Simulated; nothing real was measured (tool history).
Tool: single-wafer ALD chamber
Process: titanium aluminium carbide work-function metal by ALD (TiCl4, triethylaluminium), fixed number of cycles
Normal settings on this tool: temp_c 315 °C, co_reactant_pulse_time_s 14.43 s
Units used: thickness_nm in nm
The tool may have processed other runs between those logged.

run     day  temp_c  co_reactant_pulse_time_s  wafers since the last listed run  hours since the last thermocouple change  hours since the last triethylaluminium bottle change  hours since the showerhead was replaced  hours since the gauge calibration  read-back reference wafer on the same gauge, thickness_nm  thickness_nm
  1       0     315                     13.23                                 0                                      2550                                                 711.2                                   5187.2                               61.2                                                      2.354         2.128
  2   2.333     315                     13.23                               519                                      2606                                                 767.2                                   5243.2                              117.2                                                      2.362         2.118
  3   4.583     315                     13.23                               500                                      2660                                                 821.2                                   5297.2                              171.2                                                      2.371         2.143
  4   6.183     322                     14.43                               356                                    2698.4                                                 859.6                                   5335.6                              209.6                                                      2.373         2.226
  5    9.15     322                     14.43                               660                                    2769.6                                                 930.8                                   5406.8                              280.8                                                      2.378         2.229
      9.804  -- triethylaluminium bottle replaced
  6  11.192     322                     14.43                               380                                    2818.6                                                  33.3                                   5455.8                              329.8                                                      2.381         2.217
  7  12.721     315                     13.17                               340                                    2855.3                                                    70                                   5492.5                              366.5                                                      2.378         2.151
     13.321  -- thermocouple changed; heater temperature recalibrated
     14.379  -- showerhead replaced
  8  14.929     315                     13.17                               343                                      38.6                                                   123                                     13.2                              419.5                                                      2.381         2.131
  9  15.971     315                     14.43                               231                                      63.6                                                   148                                     38.2                              444.5                                                      2.376         2.154
      17.15  -- gauge calibrated
 10  17.162     315                     14.43                               265                                      92.2                                                 176.6                                     66.8                                0.3                                                      2.339         2.135
 11  18.583     315                      9.17                               316                                     126.3                                                 210.7                                    100.9                               34.4                                                      2.351          1.81
 12  19.608     308                     16.03                               228                                     150.9                                                 235.3                                    125.5                                 59                                                      2.356         2.092
 13  21.662     315                     14.43                               457                                     200.2                                                 284.6                                    174.8                              108.3                                                      2.369         2.137
 14  23.554     315                      8.84                               421                                     245.6                                                   330                                    220.2                              153.7                                                      2.373         1.764
 15  25.275     329                     14.43                               383                                     286.9                                                 371.3                                    261.5                                195                                                      2.374         2.286
 16  27.325     322                      18.1                               456                                     336.1                                                 420.5                                    310.7                              244.2                                                      2.377         2.252
 17  29.525     315                     14.43                               489                                     388.9                                                 473.3                                    363.5                                297                                                      2.375         2.151
 18  32.483     315                     14.43                               658                                     459.9                                                 544.3                                    434.5                                368                                                      2.378          2.17

Run-by-run hidden state of the tool:
wafer temperature above the value expected at the setpoint (K): 0 across all the runs
triethylaluminium dose above that of a fresh bottle (%): 0 across all the runs
H1: gauge reads high (%)
run      H1
  1    0.62
  2    1.01
  3    1.26
  4    1.39
  5    1.56
  6    1.63
  7    1.68
  8    1.72
  9    1.74
 10  0.0813
 11   0.464
 12    0.69
 13    1.04
 14    1.28
 15    1.43
 16    1.57
 17    1.68
 18    1.77
